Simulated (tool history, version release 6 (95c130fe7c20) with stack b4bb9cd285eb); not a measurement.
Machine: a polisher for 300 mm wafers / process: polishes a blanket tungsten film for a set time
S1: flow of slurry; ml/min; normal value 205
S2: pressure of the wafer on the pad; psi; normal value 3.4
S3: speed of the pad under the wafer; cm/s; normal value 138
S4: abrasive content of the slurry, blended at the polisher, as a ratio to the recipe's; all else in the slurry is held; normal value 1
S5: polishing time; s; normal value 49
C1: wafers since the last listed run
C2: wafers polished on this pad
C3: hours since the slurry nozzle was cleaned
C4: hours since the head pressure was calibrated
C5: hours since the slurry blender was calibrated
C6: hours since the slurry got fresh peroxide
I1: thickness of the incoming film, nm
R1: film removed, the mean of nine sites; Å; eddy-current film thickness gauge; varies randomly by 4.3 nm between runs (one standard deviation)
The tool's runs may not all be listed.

| run | hour | S1 | S2 | S3 | S4 | S5 | C1 | C2 | C3 | C4 | C5 | C6 | I1 | R1 |
|---|---|---|---|---|---|---|---|---|---|---|---|---|---|---|
| 1 | 0 | 205 | 3.4 | 138 | 1 | 49 | 0 | 545 | 375.3 | 171.6 | 169.9 | 35.6 | 1050.5 | 3244 |
|  | 12.3 | slurry blender recalibrated |
| 2 | 105.3 | 205 | 3.4 | 138 | 1 | 49 | 969 | 1514 | 480.6 | 276.9 | 93 | 140.9 | 1038.2 | 3222 |
|  | 125.8 | worn pad replaced by a new one |
|  | 153.1 | head pressure recalibrated |
| 3 | 153.6 | 205 | 3.1 | 138 | 1 | 49 | 396 | 241 | 528.9 | 0.5 | 141.3 | 189.2 | 1056.6 | 2946 |
|  | 172.3 | slurry tank refilled with fresh slurry and peroxide |
|  | 197.4 | slurry blender recalibrated |
| 4 | 215.5 | 205 | 3.1 | 138 | 1 | 49 | 552 | 794 | 590.8 | 62.4 | 18.1 | 43.2 | 1054.5 | 2922 |
| 5 | 259.6 | 205 | 3.4 | 138 | 1 | 41 | 413 | 1208 | 634.9 | 106.5 | 62.2 | 87.3 | 1068.7 | 2694 |
| 6 | 325 | 205 | 3.4 | 138 | 1 | 38 | 613 | 1822 | 700.3 | 171.9 | 127.6 | 152.7 | 1056.2 | 2504 |
|  | 356.7 | slurry tank refilled with fresh slurry and peroxide |
|  | 366.6 | worn pad replaced by a new one |
| 7 | 390.5 | 205 | 3.4 | 138 | 1 | 38 | 567 | 223 | 765.8 | 237.4 | 193.1 | 33.8 | 1049.5 | 2393 |
|  | 395.4 | slurry blender recalibrated |
| 8 | 433.9 | 205 | 3.4 | 138 | 1 | 38 | 388 | 612 | 809.2 | 280.8 | 38.5 | 77.2 | 1049.1 | 2440 |
|  | 464 | head pressure recalibrated |
| 9 | 494.3 | 205 | 3.4 | 138 | 1 | 49 | 548 | 1160 | 869.6 | 30.3 | 98.9 | 137.6 | 1040.2 | 2982 |
|  | 498 | slurry nozzle cleaned |
|  | 553.2 | slurry tank refilled with fresh slurry and peroxide |
| 10 | 554.2 | 205 | 3.4 | 138 | 1 | 49 | 543 | 1703 | 56.2 | 90.2 | 158.8 | 1 | 1046.9 | 3285 |
|  | 562.1 | worn pad replaced by a new one |
| 11 | 583.7 | 205 | 2.3 | 182 | 1 | 57 | 239 | 202 | 85.7 | 119.7 | 188.3 | 30.5 | 1067.7 | 3057 |
|  | 595.3 | slurry blender recalibrated |
| 12 | 618.9 | 205 | 4.6 | 96 | 0.75 | 54 | 311 | 514 | 120.9 | 154.9 | 23.6 | 65.7 | 1046 | 3782 |
| 13 | 685.8 | 240 | 3.4 | 100 | 1 | 49 | 627 | 1142 | 187.8 | 221.8 | 90.5 | 132.6 | 1047.4 | 2802 |
|  | 731.7 | head pressure recalibrated |
| 14 | 757.3 | 175 | 3.4 | 96 | 1 | 42 | 652 | 1794 | 259.3 | 25.6 | 162 | 204.1 | 1042.1 | 2278 |
|  | 763.5 | worn pad replaced by a new one |
|  | 765.6 | slurry tank refilled with fresh slurry and peroxide |
| 15 | 784.4 | 265 | 2.8 | 172 | 1 | 62 | 207 | 186 | 286.4 | 52.7 | 189.1 | 18.8 | 1041.8 | 4068 |
|  | 821.2 | slurry blender recalibrated |
| 16 | 854 | 205 | 3.4 | 104 | 1.25 | 42 | 634 | 821 | 356 | 122.3 | 32.8 | 88.4 | 1062.2 | 2507 |
| 17 | 894.9 | 150 | 3.4 | 138 | 1 | 49 | 383 | 1205 | 396.9 | 163.2 | 73.7 | 129.3 | 1065.5 | 3131 |
| 18 | 944.9 | 205 | 3.4 | 138 | 1 | 38 | 469 | 1674 | 446.9 | 213.2 | 123.7 | 179.3 | 1057.6 | 2424 |
|  | 965.1 | slurry tank refilled with fresh slurry and peroxide |
|  | 976.7 | worn pad replaced by a new one |
| 19 | 1005.2 | 205 | 3.4 | 138 | 1 | 49 | 518 | 267 | 507.2 | 273.5 | 184 | 40.1 | 1062.5 | 3206 |
|  | 1018.6 | slurry blender recalibrated |
|  | 1029.4 | head pressure recalibrated |
| 20 | 1062 | 205 | 4.3 | 138 | 0.75 | 49 | 495 | 763 | 564 | 32.6 | 43.4 | 96.9 | 1051.6 | 3770 |

What if the next run were any one of these 4? Each begins from the tool's condition after run 20:
| A | 1062.4 | 205 | 3.4 | 138 | 1.3 | 49 | 3 | 767 | 564.4 | 33 | 43.8 | 97.3 | 1051.4 | ? |
| B | 1062.4 | 235 | 2.4 | 138 | 1 | 49 | 3 | 767 | 564.4 | 33 | 43.8 | 97.3 | 1051.4 | ? |
| C | 1062.4 | 265 | 4.2 | 138 | 1 | 49 | 3 | 767 | 564.4 | 33 | 43.8 | 97.3 | 1051.4 | ? |
| D | 1062.4 | 150 | 3.4 | 138 | 0.9 | 35 | 3 | 767 | 564.4 | 33 | 43.8 | 97.3 | 1051.4 | ? |

| run | R1 |
|---|---|
| A | 3414 |
| B | 2319 |
| C | 4117 |
| D | 2149 |
Without the tool's hidden state the same runs would have given:
| run | R1 |
|---|---|
| A | 3539 |
| B | 2395 |
| C | 4239 |
| D | 2249 |

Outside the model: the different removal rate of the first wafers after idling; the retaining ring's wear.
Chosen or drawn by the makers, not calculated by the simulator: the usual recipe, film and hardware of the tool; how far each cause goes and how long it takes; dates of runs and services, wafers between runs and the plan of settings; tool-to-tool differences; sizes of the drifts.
